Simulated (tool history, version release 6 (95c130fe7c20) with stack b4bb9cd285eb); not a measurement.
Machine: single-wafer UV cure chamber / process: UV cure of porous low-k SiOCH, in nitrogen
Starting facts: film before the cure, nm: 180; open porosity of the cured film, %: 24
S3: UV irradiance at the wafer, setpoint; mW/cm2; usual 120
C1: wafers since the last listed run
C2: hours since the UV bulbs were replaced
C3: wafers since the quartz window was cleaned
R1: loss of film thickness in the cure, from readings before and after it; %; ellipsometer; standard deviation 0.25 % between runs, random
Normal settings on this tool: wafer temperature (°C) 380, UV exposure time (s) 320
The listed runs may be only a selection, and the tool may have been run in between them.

{"run": 1, "hour": 0.0, "wafer temperature (°C)": 380, "UV exposure time (s)": 320, "S3": 120, "C1": 0, "C2": 1427.3, "C3": 2087, "R1": 13.578}
{"run": 2, "hour": 32.9, "wafer temperature (°C)": 380, "UV exposure time (s)": 220, "S3": 120, "C1": 125, "C2": 1460.2, "C3": 2212, "R1": 11.812}
{"run": 3, "hour": 100.4, "wafer temperature (°C)": 380, "UV exposure time (s)": 320, "S3": 120, "C1": 258, "C2": 1527.7, "C3": 2470, "R1": 13.337}
{"run": 4, "hour": 115.8, "wafer temperature (°C)": 380, "UV exposure time (s)": 320, "S3": 120, "C1": 58, "C2": 1543.1, "C3": 2529, "R1": 13.094}
{"run": 5, "hour": 138.0, "wafer temperature (°C)": 380, "UV exposure time (s)": 320, "S3": 120, "C1": 84, "C2": 1565.3, "C3": 2614, "R1": 13.29}
{"run": 6, "hour": 150.5, "wafer temperature (°C)": 380, "UV exposure time (s)": 320, "S3": 120, "C1": 47, "C2": 1577.8, "C3": 2662, "R1": 13.58}
{"run": 7, "hour": 171.8, "wafer temperature (°C)": 374, "UV exposure time (s)": 365, "S3": 120, "C1": 81, "C2": 1599.1, "C3": 2743, "R1": 13.534}
{"run": 8, "hour": 206.6, "wafer temperature (°C)": 380, "UV exposure time (s)": 245, "S3": 120, "C1": 133, "C2": 1633.9, "C3": 2876, "R1": 12.419}
{"run": 9, "hour": 233.2, "wafer temperature (°C)": 380, "UV exposure time (s)": 245, "S3": 120, "C1": 101, "C2": 1660.5, "C3": 2978, "R1": 12.071}
{"run": 10, "hour": 247.0, "wafer temperature (°C)": 380, "UV exposure time (s)": 320, "S3": 120, "C1": 52, "C2": 1674.3, "C3": 3031, "R1": 12.963}
{"run": 11, "hour": 276.4, "wafer temperature (°C)": 380, "UV exposure time (s)": 320, "S3": 120, "C1": 112, "C2": 1703.7, "C3": 3143, "R1": 13.476}
{"run": 12, "hour": 299.4, "wafer temperature (°C)": 380, "UV exposure time (s)": 320, "S3": 120, "C1": 87, "C2": 1726.7, "C3": 3231, "R1": 13.185}
{"run": 13, "hour": 324.6, "wafer temperature (°C)": 380, "UV exposure time (s)": 320, "S3": 120, "C1": 96, "C2": 1751.9, "C3": 3328, "R1": 12.788}
{"run": 14, "hour": 341.3, "wafer temperature (°C)": 380, "UV exposure time (s)": 320, "S3": 95, "C1": 63, "C2": 1768.6, "C3": 3391, "R1": 12.083}
{"run": 15, "hour": 445.7, "wafer temperature (°C)": 380, "UV exposure time (s)": 320, "S3": 120, "C1": 399, "C2": 1873, "C3": 3791, "R1": 13.023}
{"run": 16, "hour": 470.1, "wafer temperature (°C)": 380, "UV exposure time (s)": 320, "S3": 120, "C1": 93, "C2": 1897.4, "C3": 3884, "R1": 12.729}
{"run": 17, "hour": 496.2, "wafer temperature (°C)": 380, "UV exposure time (s)": 320, "S3": 120, "C1": 99, "C2": 1923.5, "C3": 3984, "R1": 12.959}
{"hour": 565.4, "done": "quartz window cleaned"}
{"run": 18, "hour": 565.9, "wafer temperature (°C)": 380, "UV exposure time (s)": 320, "S3": 120, "C1": 235, "C2": 1993.2, "C3": 1, "R1": 12.817}
{"run": 19, "hour": 575.6, "wafer temperature (°C)": 389, "UV exposure time (s)": 320, "S3": 120, "C1": 37, "C2": 2002.9, "C3": 38, "R1": 12.505}
{"run": 20, "hour": 590.4, "wafer temperature (°C)": 380, "UV exposure time (s)": 230, "S3": 120, "C1": 56, "C2": 2017.7, "C3": 95, "R1": 11.158}
{"run": 21, "hour": 625.9, "wafer temperature (°C)": 380, "UV exposure time (s)": 230, "S3": 120, "C1": 135, "C2": 2053.2, "C3": 231, "R1": 11.039}
{"run": 22, "hour": 654.2, "wafer temperature (°C)": 380, "UV exposure time (s)": 320, "S3": 120, "C1": 108, "C2": 2081.5, "C3": 339, "R1": 12.639}
{"run": 23, "hour": 669.9, "wafer temperature (°C)": 380, "UV exposure time (s)": 320, "S3": 108, "C1": 60, "C2": 2097.2, "C3": 399, "R1": 12.017}
{"run": 24, "hour": 698.1, "wafer temperature (°C)": 380, "UV exposure time (s)": 320, "S3": 108, "C1": 107, "C2": 2125.4, "C3": 507, "R1": 11.604}
{"run": 25, "hour": 717.9, "wafer temperature (°C)": 400, "UV exposure time (s)": 220, "S3": 102, "C1": 75, "C2": 2145.2, "C3": 582, "R1": 9.981}
{"run": 26, "hour": 739.5, "wafer temperature (°C)": 380, "UV exposure time (s)": 320, "S3": 120, "C1": 82, "C2": 2166.8, "C3": 665, "R1": 12.069}
{"run": 27, "hour": 752.9, "wafer temperature (°C)": 369, "UV exposure time (s)": 155, "S3": 120, "C1": 51, "C2": 2180.2, "C3": 716, "R1": 8.771}
{"run": 28, "hour": 772.3, "wafer temperature (°C)": 368, "UV exposure time (s)": 320, "S3": 120, "C1": 74, "C2": 2199.6, "C3": 790, "R1": 12.132}
{"run": 29, "hour": 792.9, "wafer temperature (°C)": 389, "UV exposure time (s)": 265, "S3": 101, "C1": 78, "C2": 2220.2, "C3": 869, "R1": 10.46}
{"run": 30, "hour": 820.9, "wafer temperature (°C)": 380, "UV exposure time (s)": 235, "S3": 108, "C1": 107, "C2": 2248.2, "C3": 976, "R1": 10.146}
{"run": 31, "hour": 858.4, "wafer temperature (°C)": 380, "UV exposure time (s)": 320, "S3": 120, "C1": 143, "C2": 2285.7, "C3": 1120, "R1": 11.923}
{"run": 32, "hour": 889.8, "wafer temperature (°C)": 380, "UV exposure time (s)": 165, "S3": 120, "C1": 120, "C2": 2317.1, "C3": 1240, "R1": 9.282}

Forecast run 33:
{"hour": 902.8, "done": "UV bulbs replaced"}
{"run": 33, "hour": 914.5, "wafer temperature (°C)": 388, "UV exposure time (s)": 265, "S3": 106, "C1": 63, "C2": 11.7, "C3": 1303, "R1": "?"}

R1: 12.577 %
Take away the tool's hidden state, keep the run-to-run variation as it was, and the same run would have given R1 12.984 %.
